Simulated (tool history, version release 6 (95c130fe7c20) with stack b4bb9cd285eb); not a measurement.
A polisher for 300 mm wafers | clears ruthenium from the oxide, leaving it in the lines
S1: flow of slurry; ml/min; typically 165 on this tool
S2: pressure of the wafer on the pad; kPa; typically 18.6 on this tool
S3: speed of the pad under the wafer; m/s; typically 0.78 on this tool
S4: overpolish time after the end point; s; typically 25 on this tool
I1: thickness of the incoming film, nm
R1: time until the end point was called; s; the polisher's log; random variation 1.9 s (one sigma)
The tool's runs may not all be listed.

Run 1, hour 0.0: usual settings; I1 110.8. Result: R1 112.1 s.
Run 2, hour 80.0: usual settings but S2 21.4 kPa; I1 109.7. Result: R1 102.6 s.
At hour 86.3: worn pad replaced by a new one.
At hour 144.3: head pressure recalibrated.
Run 3, hour 186.7: usual settings but S2 21.4 kPa; I1 108.0. Result: R1 90.6 s.
Run 4, hour 224.9: usual settings; I1 110.9. Result: R1 107.8 s.
Run 5, hour 282.4: usual settings; I1 109.1. Result: R1 106.9 s.
Run 6, hour 381.3: usual settings; I1 109.8. Result: R1 111.4 s.
At hour 446.6: slurry nozzle cleaned.
Run 7, hour 485.0: usual settings; I1 111.5. Result: R1 112.0 s.
Run 8, hour 536.6: usual settings but S3 0.62 m/s; I1 109.9. Result: R1 131.7 s.
Run 9, hour 610.1: usual settings but S3 0.62 m/s; I1 111.2. Result: R1 135.0 s.
Run 10, hour 712.2: usual settings but S2 15.9 kPa, S4 34 s; I1 110.7. Result: R1 129.0 s.
At hour 724.6: worn pad replaced by a new one, of another model than before.
Run 11, hour 767.1: usual settings but S1 190 ml/min; I1 109.3. Result: R1 102.0 s.
Run 12, hour 837.2: usual settings but S1 190 ml/min; I1 108.6. Result: R1 100.6 s.
At hour 891.9: head pressure recalibrated.
Run 13, hour 936.5: usual settings; I1 111.5. Result: R1 110.0 s.
Run 14, hour 1021.4: usual settings; I1 109.7. Result: R1 108.8 s.
At hour 1037.9: slurry nozzle cleaned.
Run 15, hour 1072.6: usual settings but S2 22.1 kPa; I1 110.8. Result: R1 91.9 s.
Run 16, hour 1150.5: usual settings but S3 1.04 m/s; I1 110.8. Result: R1 98.5 s.
Run 17, hour 1242.0: usual settings; I1 109.9. Result: R1 113.0 s.
Run 18, hour 1280.4: usual settings but S1 185 ml/min, S2 12.4 kPa; I1 108.5. Result: R1 168.2 s.
At hour 1304.6: worn pad replaced by a new one.
Run 19, hour 1377.8: usual settings; I1 109.5. Result: R1 103.9 s.
Run 20, hour 1429.0: usual settings but S4 16 s; I1 111.6. Result: R1 106.4 s.
Run 21, hour 1519.5: usual settings but S2 22.1 kPa, S3 0.52 m/s; I1 111.7. Result: R1 107.8 s.
Run 22, hour 1571.3: usual settings; I1 109.3. Result: R1 110.7 s.
At hour 1642.5: slurry nozzle cleaned.
At hour 1664.4: head pressure recalibrated.
Run 23, hour 1674.4: usual settings; I1 109.5. Result: R1 110.2 s.
Run 24, hour 1760.1: usual settings but S1 105 ml/min, S2 15.9 kPa, S4 20 s; I1 110.4. Result: R1 130.3 s.
At hour 1836.7: worn pad replaced by a new one.
Run 25, hour 1857.3: usual settings but S3 0.56 m/s; I1 111.7. Result: R1 114.5 s.
Run 26, hour 1959.9: usual settings; I1 109.3. Result: R1 103.3 s.
Run 27, hour 2049.0: usual settings but S1 185 ml/min, S2 12.4 kPa; I1 110.6. Result: R1 164.9 s.
Run 28, hour 2093.0: usual settings but S1 125 ml/min, S2 23.4 kPa; I1 108.4. Result: R1 87.6 s.
Run 29, hour 2167.7: usual settings; I1 110.1. Result: R1 109.7 s.
At hour 2239.8: slurry nozzle cleaned.
Run 30, hour 2247.8: usual settings; I1 107.8. Result: R1 110.2 s.
At hour 2307.5: head pressure recalibrated.
Run 31, hour 2318.2: usual settings but S1 215 ml/min; I1 109.4. Result: R1 108.1 s.
Run 32, hour 2384.5: usual settings but S1 190 ml/min, S3 0.92 m/s; I1 110.6. Result: R1 104.2 s.
At hour 2439.2: worn pad replaced by a new one.
Run 33, hour 2452.4: usual settings but S4 29 s; I1 109.3. Result: R1 103.8 s.
Run 34, hour 2501.8: usual settings but S1 105 ml/min, S3 0.56 m/s, S4 32 s; I1 108.6. Result: R1 122.6 s.
Run 35, hour 2548.3: usual settings; I1 109.7. Result: R1 108.3 s.

Some steps in R1, run to run, broken into two amounts with sign: the step expected even without the hidden condition (settings, incoming material, random variation), and the rest, left for the hidden condition together with whatever gauge scatter is not in both the measured and the hidden-condition-free result:
The hidden state here: removal rate lost through wear of the pad, %; slurry flow missing at the pad, %; deviation of the head's pressure from its setpoint, %.
Run 10 -> 11: S1 165 -> 190, S2 15.9 -> 18.6, S4 34 -> 25, worn pad replaced by a new one, of another model than before. R1 -27.0 s: hidden state -11.8, all else -15.2.
Run 18 -> 19: S1 185 -> 165, S2 12.4 -> 18.6, worn pad replaced by a new one. R1 -64.3 s: hidden state -13.4, all else -50.9.
Run 24 -> 25: S1 105 -> 165, S2 15.9 -> 18.6, S3 0.78 -> 0.56, S4 20 -> 25, worn pad replaced by a new one. R1 -15.8 s: hidden state -10.9, all else -4.9.
Run 26 -> 27: S1 165 -> 185, S2 18.6 -> 12.4. R1 +61.6 s: hidden state +7.4, all else +54.2.
Run 27 -> 28: S1 185 -> 125, S2 12.4 -> 23.4. R1 -77.3 s: hidden state -5.8, all else -71.5.

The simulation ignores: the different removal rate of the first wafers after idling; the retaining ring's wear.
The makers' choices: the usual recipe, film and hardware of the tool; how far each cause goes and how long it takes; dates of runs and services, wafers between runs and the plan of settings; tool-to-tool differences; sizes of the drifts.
